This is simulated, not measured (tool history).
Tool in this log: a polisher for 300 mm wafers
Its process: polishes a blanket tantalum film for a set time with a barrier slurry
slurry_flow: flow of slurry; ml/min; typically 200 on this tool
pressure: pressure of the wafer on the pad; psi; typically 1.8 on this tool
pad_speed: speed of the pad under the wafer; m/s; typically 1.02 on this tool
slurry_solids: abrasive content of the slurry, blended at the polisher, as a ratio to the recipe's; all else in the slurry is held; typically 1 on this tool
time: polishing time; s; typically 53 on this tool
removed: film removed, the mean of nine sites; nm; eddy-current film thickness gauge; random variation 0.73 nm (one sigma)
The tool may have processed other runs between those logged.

run	hour	slurry_flow	pressure	pad_speed	slurry_solids	time	wafers since the last listed run	wafers polished on this pad	hours since the slurry nozzle was cleaned	hours since the head pressure was calibrated	hours since the slurry blender was calibrated	incoming thickness of the incoming film, nm	removed
1	0	200	1.8	0.9	1	53	0	2192	289.9	82.3	96.9	334.7	55.6
# hour 8.7: worn pad replaced by a new one
2	39.6	200	1.8	0.9	1	53	323	281	329.5	121.9	136.5	327.9	57
3	62.4	200	1.8	0.9	1	53	207	488	352.3	144.7	159.3	334	57.8
# hour 87.4: slurry nozzle cleaned
4	89.6	200	1.8	1.02	1	53	238	726	2.2	171.9	186.5	334	64.9
5	119.7	270	1.8	1.2	1	60	273	999	32.3	202	216.6	327.3	87.8
6	151.1	200	1.8	1.02	0.8	53	285	1285	63.7	233.4	248	327.6	59
7	175.6	200	1.8	0.82	1	53	222	1507	88.2	257.9	272.5	325	50.8
8	196.4	150	1.8	0.7	1	53	189	1696	109	278.7	293.3	328.7	41.9
9	221.2	225	1.8	1.34	1	37	225	1922	133.8	303.5	318.1	334.8	58.3
10	238	200	1.8	1.02	1	53	152	2074	150.6	320.3	334.9	329.4	62.8
# hour 258.6: slurry blender recalibrated
11	273.4	230	1.8	1.26	1	66	303	2378	186	355.7	14.8	328.9	98
# hour 298.8: worn pad replaced by a new one
12	304	200	2	0.74	0.7	36	241	47	216.6	386.3	45.4	333.6	32.6
13	321.1	200	1.8	1.02	1	53	155	202	233.7	403.4	62.5	335.7	66.2
14	363	200	1.8	1.36	1	53	380	583	275.6	445.3	104.4	331.8	87.3
15	390.9	200	1.8	0.8	1	53	253	836	303.5	473.2	132.3	328.1	50.2
# hour 406.3: slurry nozzle cleaned
16	423.3	200	1.8	1.02	1	53	285	1122	17	505.6	164.7	333.7	64.2
17	438.6	200	1.6	1.02	1	53	139	1261	32.3	520.9	180	328.9	56.2
18	464.6	200	1.8	1.36	1	53	236	1497	58.3	546.9	206	331.7	83.6
19	486.2	200	2.1	1.28	1	53	196	1693	79.9	568.5	227.6	334.6	92.4
20	522.1	250	1.3	1.02	0.85	53	326	2020	115.8	604.4	263.5	330.7	45.1
# hour 544.9: worn pad replaced by a new one
21	547.7	200	1.8	0.88	1.2	35	196	25	141.4	630	289.1	331.4	38.2
22	580.1	230	2	0.86	1	37	294	320	173.8	662.4	321.5	323.6	43.6
23	605.8	200	1.8	0.78	1	53	233	553	199.5	688.1	347.2	331	48.9
# hour 612.4: slurry blender recalibrated
24	638.6	200	1.5	1.02	1	66	279	833	232.3	720.9	26.2	328.6	67.3
25	660.9	200	2.4	1.32	1	71	202	1036	254.6	743.2	48.5	332.6	148.3
26	696.4	155	1.5	1.02	1	68	322	1358	290.1	778.7	84	331.5	64.3
# hour 706: head pressure recalibrated
# hour 727.4: slurry nozzle cleaned
27	727.9	200	1.8	1.02	1	53	258	1617	0.5	21.9	115.5	334.1	64.5
28	750	200	2.3	1.36	1	58	200	1818	22.6	44	137.6	327.8	118.3
29	763.9	200	1.8	0.84	1	53	126	1944	36.5	57.9	151.5	335.2	52.4

Branching from run 29: 5 alternative next runs. What would each branch give?
A	764.3	200	1.8	1.02	0.9	53	3	1948	36.9	58.3	151.9	325	?
B	764.3	200	2.1	1.26	0.9	53	3	1948	36.9	58.3	151.9	325	?
C	764.3	270	1.8	1.02	0.7	53	3	1948	36.9	58.3	151.9	325	?
D	764.3	200	1.3	1.02	1	43	3	1948	36.9	58.3	151.9	325	?
E	764.3	200	1.8	1.02	1.15	53	3	1948	36.9	58.3	151.9	325	?

run	removed
A	61.7
B	89
C	59.9
D	37.1
E	65.5
Had the tool no hidden state, the same runs would have come out as:
run	removed
A	64.7
B	93.3
C	62.8
D	38.9
E	68.6
